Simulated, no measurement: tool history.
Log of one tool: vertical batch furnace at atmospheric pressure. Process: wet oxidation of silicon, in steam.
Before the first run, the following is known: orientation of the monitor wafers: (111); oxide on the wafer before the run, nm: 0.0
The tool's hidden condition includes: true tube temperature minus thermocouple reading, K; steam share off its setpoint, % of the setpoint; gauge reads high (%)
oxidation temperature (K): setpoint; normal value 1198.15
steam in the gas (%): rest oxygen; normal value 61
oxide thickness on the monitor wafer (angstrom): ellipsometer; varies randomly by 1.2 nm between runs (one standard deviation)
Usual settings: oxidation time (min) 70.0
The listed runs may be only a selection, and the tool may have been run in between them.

run,hour,oxidation temperature (K),oxidation time (min),steam in the gas (%),wafers since the last listed run,hours since the last temperature calibration,hours since the steam generator was serviced,hours since the gauge calibration,"read-back reference wafer on the same gauge, thickness",oxide thickness on the monitor wafer (angstrom)
1,0.0,1198.15,70.0,55,0,3864.2,503.8,319.1,206.37,2039.6
2,28.8,1198.15,70.0,61,601,3893.0,532.6,347.9,205.99,2178.1
3,188.0,1198.15,70.0,61,3322,4052.2,691.8,507.1,205.99,2161.2
# hour 258.2: gauge calibrated
4,377.8,1198.15,70.0,61,3961,4242.0,881.6,119.6,206.09,2161.7
5,410.5,1198.15,70.0,61,682,4274.7,914.3,152.3,205.34,2181.9
6,443.9,1198.15,70.0,61,697,4308.1,947.7,185.7,206.15,2168.4
7,510.2,1198.15,57.5,61,1383,4374.4,1014.0,252.0,206.45,1827.7
8,552.0,1198.15,57.5,61,872,4416.2,1055.8,293.8,205.65,1832.4
9,579.7,1198.15,70.0,61,578,4443.9,1083.5,321.5,206.35,2158.7
10,650.0,1212.15,43.0,61,1467,4514.2,1153.8,391.8,206.41,1652.7
11,719.0,1205.15,61.0,61,1440,4583.2,1222.8,460.8,206.18,2066.5
# hour 767.6: thermocouples replaced and temperature profile calibrated
12,769.4,1198.15,70.0,61,551,1.8,1273.2,511.2,206.17,2122.8
13,803.5,1187.15,82.5,61,711,35.9,1307.3,545.3,206.02,2178.2
# hour 874.8: gauge calibrated
# hour 885.1: steam generator serviced
14,885.6,1187.15,41.0,72,1212,118.0,0.5,10.8,205.92,1445.2
15,939.7,1198.15,50.5,61,1129,172.1,54.6,64.9,205.87,1689.5
16,990.3,1198.15,81.5,61,1056,222.7,105.2,115.5,205.94,2471.6
17,1061.3,1198.15,70.0,55,1481,293.7,176.2,186.5,205.89,2009.2
18,1118.4,1181.15,70.0,61,1191,350.8,233.3,243.6,205.49,1858.8
19,1168.0,1198.15,70.0,61,1035,400.4,282.9,293.2,206.31,2185.1

Predict each of these 4 candidate next runs independently; none follows another, all start after run 19:
A,1172.2,1198.15,70.0,61,87,404.6,287.1,297.4,?,?
B,1172.2,1211.15,37.0,61,87,404.6,287.1,297.4,?,?
C,1172.2,1216.15,70.0,55,87,404.6,287.1,297.4,?,?
D,1172.2,1198.15,70.0,56,87,404.6,287.1,297.4,?,?

run,"read-back reference wafer on the same gauge, thickness",oxide thickness on the monitor wafer (angstrom)
A,205.84,2205.4
B,205.84,1505.6
C,205.84,2389.0
D,205.84,2063.2
Without the tool's unlogged condition, the same runs would have read:
run,oxide thickness on the monitor wafer (angstrom)
A,2219.8
B,1515.9
C,2404.1
D,2076.9

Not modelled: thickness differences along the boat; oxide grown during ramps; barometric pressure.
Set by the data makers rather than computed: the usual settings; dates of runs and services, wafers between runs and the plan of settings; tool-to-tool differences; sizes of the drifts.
